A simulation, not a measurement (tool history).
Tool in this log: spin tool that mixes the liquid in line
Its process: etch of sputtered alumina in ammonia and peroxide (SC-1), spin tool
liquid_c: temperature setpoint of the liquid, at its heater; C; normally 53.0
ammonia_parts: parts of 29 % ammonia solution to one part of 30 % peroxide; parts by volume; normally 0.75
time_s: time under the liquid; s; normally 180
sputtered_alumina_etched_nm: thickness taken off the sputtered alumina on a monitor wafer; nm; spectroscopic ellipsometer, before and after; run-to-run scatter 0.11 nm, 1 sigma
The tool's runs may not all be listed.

run   hour  liquid_c  ammonia_parts  time_s  wafers since the last listed run  hours since the thermometer was replaced  hours since the ammonia flow meter was replaced  hours since the heated supply line was repaired  hours since the drum of ammonia solution was connected  hours since the gauge calibration  read-back film thickness of the sputtered alumina reference wafer, read on the same gauge (nm)  sputtered_alumina_etched_nm
  1    0.0      61.0           0.75     180                                 0                                    1030.4                                            332.3                                           1125.2                                                   547.5                              624.7                                                                                           80.00                        18.13
  2   18.2      53.0           0.75     180                                93                                    1048.6                                            350.5                                           1143.4                                                   565.7                              642.9                                                                                           80.03                        11.86
  3   38.1      53.0           0.75     180                               102                                    1068.5                                            370.4                                           1163.3                                                   585.6                              662.8                                                                                           80.02                        11.97
  4   50.7      53.0           0.75     180                                64                                    1081.1                                            383.0                                           1175.9                                                   598.2                              675.4                                                                                           80.02                        11.79
  5  150.7      53.0           0.75     180                               515                                    1181.1                                            483.0                                           1275.9                                                   698.2                              775.4                                                                                           80.01                        11.78
  6  257.2      53.0           0.75     180                               548                                    1287.6                                            589.5                                           1382.4                                                   804.7                              881.9                                                                                           80.01                        11.90
     306.0  -- heated supply line repaired
  7  306.5      53.0           0.75     180                               248                                    1336.9                                            638.8                                              0.5                                                   854.0                              931.2                                                                                           80.02                        11.91
  8  322.0      53.0           0.75     180                                79                                    1352.4                                            654.3                                             16.0                                                   869.5                              946.7                                                                                           79.96                        12.02
     330.3  -- new drum of ammonia solution connected
  9  357.3      53.0           0.75     180                               176                                    1387.7                                            689.6                                             51.3                                                    27.0                              982.0                                                                                           79.99                        11.81
 10  388.1      53.0           0.75     180                               158                                    1418.5                                            720.4                                             82.1                                                    57.8                             1012.8                                                                                           79.98                        11.93
     401.8  -- gauge calibrated
 11  403.6      53.0           0.75     180                                79                                    1434.0                                            735.9                                             97.6                                                    73.3                                1.8                                                                                           79.98                        11.85
 12  420.3      53.0           0.75     180                                86                                    1450.7                                            752.6                                            114.3                                                    90.0                               18.5                                                                                           80.03                        11.98
 13  455.6      58.0           0.75     270                               181                                    1486.0                                            787.9                                            149.6                                                   125.3                               53.8                                                                                           80.00                        22.60
 14  491.6      61.5           0.40     290                               185                                    1522.0                                            823.9                                            185.6                                                   161.3                               89.8                                                                                           80.00                        28.47
     521.5  -- thermometer replaced
 15  527.6      43.5           0.85     180                               180                                       6.1                                            859.9                                            221.6                                                   197.3                              125.8                                                                                           80.01                         7.07
 16  558.1      55.5           0.40      90                               157                                      36.6                                            890.4                                            252.1                                                   227.8                              156.3                                                                                           80.06                         6.25
 17  571.6      50.0           0.40     225                                69                                      50.1                                            903.9                                            265.6                                                   241.3                              169.8                                                                                           79.95                        11.80
     574.3  -- ammonia flow meter replaced
 18  594.6      53.0           0.40     270                               113                                      73.1                                             20.3                                            288.6                                                   264.3                              192.8                                                                                           79.99                        16.57
 19  626.0      49.5           0.75     180                               161                                     104.5                                             51.7                                            320.0                                                   295.7                              224.2                                                                                           80.00                         9.78
 20  644.6      53.0           0.55     180                                95                                     123.1                                             70.3                                            338.6                                                   314.3                              242.8                                                                                           79.99                        11.39
 21  673.7      61.0           0.85     100                               149                                     152.2                                             99.4                                            367.7                                                   343.4                              271.9                                                                                           79.95                        10.10
 22  707.5      57.5           0.75     250                               174                                     186.0                                            133.2                                            401.5                                                   377.2                              305.7                                                                                           80.01                        20.93
 23  736.0      53.0           0.75     180                               146                                     214.5                                            161.7                                            430.0                                                   405.7                              334.2                                                                                           80.04                        12.03
 24  755.1      53.0           0.75     180                                98                                     233.6                                            180.8                                            449.1                                                   424.8                              353.3                                                                                           79.99                        11.65
 25  778.0      55.5           0.40     220                               117                                     256.5                                            203.7                                            472.0                                                   447.7                              376.2                                                                                           79.97                        15.59
 26  797.5      53.0           0.75     180                               100                                     276.0                                            223.2                                            491.5                                                   467.2                              395.7                                                                                           79.98                        11.91

Take each entry between the runs: how does the hidden state at the last listed run before it differ from the hidden state at the first listed run after it?
Runs 6 to 7: heated supply line repaired (hour 306.0)
  no difference in the tool's unlogged condition between these two runs
Runs 8 to 9: new drum of ammonia solution connected (hour 330.3)
  no difference in the tool's unlogged condition between these two runs
Runs 10 to 11: gauge calibrated (hour 401.8)
  no difference in the tool's unlogged condition between these two runs
Runs 14 to 15: thermometer replaced (hour 521.5)
  no difference in the tool's unlogged condition between these two runs
Runs 17 to 18: ammonia flow meter replaced (hour 574.3)
  no difference in the tool's unlogged condition between these two runs
